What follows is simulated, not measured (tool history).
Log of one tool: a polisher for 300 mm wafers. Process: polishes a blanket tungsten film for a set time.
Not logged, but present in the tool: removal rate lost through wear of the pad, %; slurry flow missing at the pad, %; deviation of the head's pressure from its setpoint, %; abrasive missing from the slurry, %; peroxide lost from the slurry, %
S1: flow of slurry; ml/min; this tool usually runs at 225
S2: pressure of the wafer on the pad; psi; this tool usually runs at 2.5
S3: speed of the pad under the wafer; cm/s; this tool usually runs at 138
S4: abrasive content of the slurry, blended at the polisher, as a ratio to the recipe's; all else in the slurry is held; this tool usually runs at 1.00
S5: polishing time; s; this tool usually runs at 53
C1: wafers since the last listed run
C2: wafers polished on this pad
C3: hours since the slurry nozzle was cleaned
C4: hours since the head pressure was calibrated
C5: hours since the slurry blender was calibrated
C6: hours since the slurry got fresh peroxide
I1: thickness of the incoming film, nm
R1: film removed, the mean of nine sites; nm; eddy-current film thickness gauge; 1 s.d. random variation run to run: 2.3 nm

Run 1, day 0.000: usual settings but S1 160 ml/min, S4 1.15; C1 0; C2 304; C3 365.8; C4 323.3; C5 81.1; C6 77.7; I1 664.4. Result: R1 235.1 nm.
Run 2, day 0.542: usual settings but S1 160 ml/min, S4 1.15; C1 124; C2 428; C3 378.8; C4 336.3; C5 94.1; C6 90.7; I1 658.9. Result: R1 231.3 nm.
Run 3, day 1.083: usual settings but S1 160 ml/min, S4 1.15; C1 124; C2 552; C3 391.8; C4 349.3; C5 107.1; C6 103.7; I1 658.4. Result: R1 232.6 nm.
Run 4, day 1.562: usual settings; C1 109; C2 662; C3 403.3; C4 360.8; C5 118.6; C6 115.2; I1 646.3. Result: R1 233.2 nm.
At day 1.829: slurry tank refilled with fresh slurry and peroxide.
Run 5, day 1.850: usual settings but S2 2.7 psi, S3 110 cm/s; C1 56; C2 719; C3 410.2; C4 367.7; C5 125.5; C6 0.5; I1 658.7. Result: R1 201.4 nm.
Run 6, day 2.571: usual settings but S2 2.7 psi, S3 110 cm/s; C1 165; C2 884; C3 427.5; C4 385.0; C5 142.8; C6 17.8; I1 664.3. Result: R1 206.0 nm.
At day 3.000: slurry nozzle cleaned.
Run 7, day 3.288: usual settings but S2 2.7 psi, S3 110 cm/s; C1 154; C2 1039; C3 6.9; C4 402.2; C5 160.0; C6 35.0; I1 660.8. Result: R1 204.0 nm.
At day 3.629: slurry blender recalibrated.
Run 8, day 3.650: usual settings but S1 190 ml/min, S3 98 cm/s; C1 64; C2 1103; C3 15.6; C4 410.9; C5 0.5; C6 43.7; I1 664.1. Result: R1 165.3 nm.
Run 9, day 4.133: usual settings; C1 110; C2 1214; C3 27.2; C4 422.5; C5 12.1; C6 55.3; I1 656.0. Result: R1 236.4 nm.
At day 4.633: head pressure recalibrated.
At day 4.767: worn pad replaced by a new one.
Run 10, day 4.788: usual settings but S3 158 cm/s; C1 100; C2 4; C3 42.9; C4 3.7; C5 27.8; C6 71.0; I1 660.5. Result: R1 250.0 nm.
Run 11, day 4.983: usual settings but S1 295 ml/min; C1 44; C2 49; C3 47.6; C4 8.4; C5 32.5; C6 75.7; I1 658.2. Result: R1 226.0 nm.
Run 12, day 5.283: usual settings but S2 3.1 psi, S3 94 cm/s; C1 68; C2 118; C3 54.8; C4 15.6; C5 39.7; C6 82.9; I1 663.1. Result: R1 186.5 nm.
Run 13, day 5.575: usual settings but S2 3.2 psi, S3 178 cm/s, S4 0.80; C1 66; C2 185; C3 61.8; C4 22.6; C5 46.7; C6 89.9; I1 658.3. Result: R1 342.6 nm.
At day 5.942: slurry tank refilled with fresh slurry and peroxide.
Run 14, day 6.004: usual settings but S2 2.0 psi, S3 100 cm/s, S4 1.10, S5 63 s; C1 88; C2 274; C3 72.1; C4 32.9; C5 57.0; C6 1.5; I1 652.5. Result: R1 157.5 nm.

Give the tool's hidden conditions for every run:
removal rate lost through wear of the pad, %: 0 across all the runs
slurry flow missing at the pad, %: 0 across all the runs
abrasive missing from the slurry, %: 0 across all the runs
peroxide lost from the slurry, %: 0 across all the runs
H1: deviation of the head's pressure from its setpoint, %
run    H1
  1  10.5
  2  10.6
  3  10.7
  4  10.8
  5  10.8
  6  10.9
  7    11
  8    11
  9  11.1
 10  1.49
 11   1.9
 12  2.51
 13  3.06
 14  3.84

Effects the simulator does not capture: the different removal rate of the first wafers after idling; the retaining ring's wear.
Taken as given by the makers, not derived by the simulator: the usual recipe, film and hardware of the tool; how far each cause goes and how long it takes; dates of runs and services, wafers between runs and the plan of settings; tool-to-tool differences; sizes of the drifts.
